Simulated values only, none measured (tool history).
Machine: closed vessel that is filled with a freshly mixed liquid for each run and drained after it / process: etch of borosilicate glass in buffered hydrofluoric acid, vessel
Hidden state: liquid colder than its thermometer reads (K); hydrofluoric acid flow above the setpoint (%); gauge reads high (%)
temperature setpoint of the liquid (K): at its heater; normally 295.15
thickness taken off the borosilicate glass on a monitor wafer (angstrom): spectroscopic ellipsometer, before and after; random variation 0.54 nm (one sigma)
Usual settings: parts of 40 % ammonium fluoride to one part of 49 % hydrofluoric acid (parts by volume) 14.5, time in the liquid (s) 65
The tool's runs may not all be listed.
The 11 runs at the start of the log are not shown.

run,hour,temperature setpoint of the liquid (K),parts of 40 % ammonium fluoride to one part of 49 % hydrofluoric acid (parts by volume),time in the liquid (s),wafers since the last listed run,hours since the thermometer was replaced,hours since the hydrofluoric acid flow meter was replaced,hours since the gauge calibration,"read-back film thickness of the borosilicate glass reference wafer, read on the same gauge (nm)",thickness taken off the borosilicate glass on a monitor wafer (angstrom)
12,559.3,295.15,10,85,5622,2683,215.5,216.2,40.01,954.1
13,611,297.15,8.5,45,4926,2734.7,267.2,267.9,40.01,643.4
14,679.9,291.15,19,40,6566,2803.6,336.1,336.8,40,188
15,721.9,293.15,18,80,4002,2845.6,378.1,378.8,40.01,445.4
# hour 728.4: thermometer replaced
16,768.1,293.65,14.5,65,4307,39.7,424.3,425,39.99,530.9
17,809.3,293.65,10,65,3926,80.9,465.5,466.2,40.01,755.2
18,856.7,299.65,14.5,80,4517,128.3,512.9,513.6,39.98,890.4
19,907.7,293.15,18,80,4860,179.3,563.9,564.6,39.99,509.5
20,977.2,299.65,14.5,65,6623,248.8,633.4,634.1,39.99,718.8
21,1037.2,293.65,14.5,65,5717,308.8,693.4,694.1,40.02,525.3
22,1075.1,295.15,14.5,65,3611,346.7,731.3,732,40,573.5
23,1116.1,295.15,14.5,45,3907,387.7,772.3,773,39.98,398.7
24,1166.2,293.15,14.5,45,4774,437.8,822.4,823.1,40.01,350.5
25,1215.7,292.65,12,45,4717,487.3,871.9,872.6,40,410.7
26,1248.4,290.65,20,75,3116,520,904.6,905.3,40.03,367.5
# hour 1332.5: gauge calibrated
27,1366.9,295.15,14.5,65,11292,638.5,1023.1,34.4,39.97,555.7
28,1426.8,298.65,14.5,65,5708,698.4,1083,94.3,40.03,688.4
29,1474,295.15,14.5,65,4498,745.6,1130.2,141.5,40.03,566
30,1528.3,291.65,10,105,5174,799.9,1184.5,195.8,39.99,1069.7
31,1586.9,291.65,10,45,5584,858.5,1243.1,254.4,40.01,449.7
32,1636.8,291.15,19.5,95,4755,908.4,1293,304.3,40,488.9
33,1679.6,295.15,14.5,105,4078,951.2,1335.8,347.1,40,887.1

Here are 3 independent what-if runs from the current tool condition. What would each one return?
A,1680.3,295.15,14.5,65,66,951.9,1336.5,347.8,?,?
B,1680.3,293.65,17,65,66,951.9,1336.5,347.8,?,?
C,1680.3,291.15,12.5,50,66,951.9,1336.5,347.8,?,?

run,"read-back film thickness of the borosilicate glass reference wafer, read on the same gauge (nm)",thickness taken off the borosilicate glass on a monitor wafer (angstrom)
A,40.01,555.6
B,40.01,437
C,40.01,397
Without the tool's hidden state the same runs would have given:
run,thickness taken off the borosilicate glass on a monitor wafer (angstrom)
A,585.4
B,460.6
C,418.8

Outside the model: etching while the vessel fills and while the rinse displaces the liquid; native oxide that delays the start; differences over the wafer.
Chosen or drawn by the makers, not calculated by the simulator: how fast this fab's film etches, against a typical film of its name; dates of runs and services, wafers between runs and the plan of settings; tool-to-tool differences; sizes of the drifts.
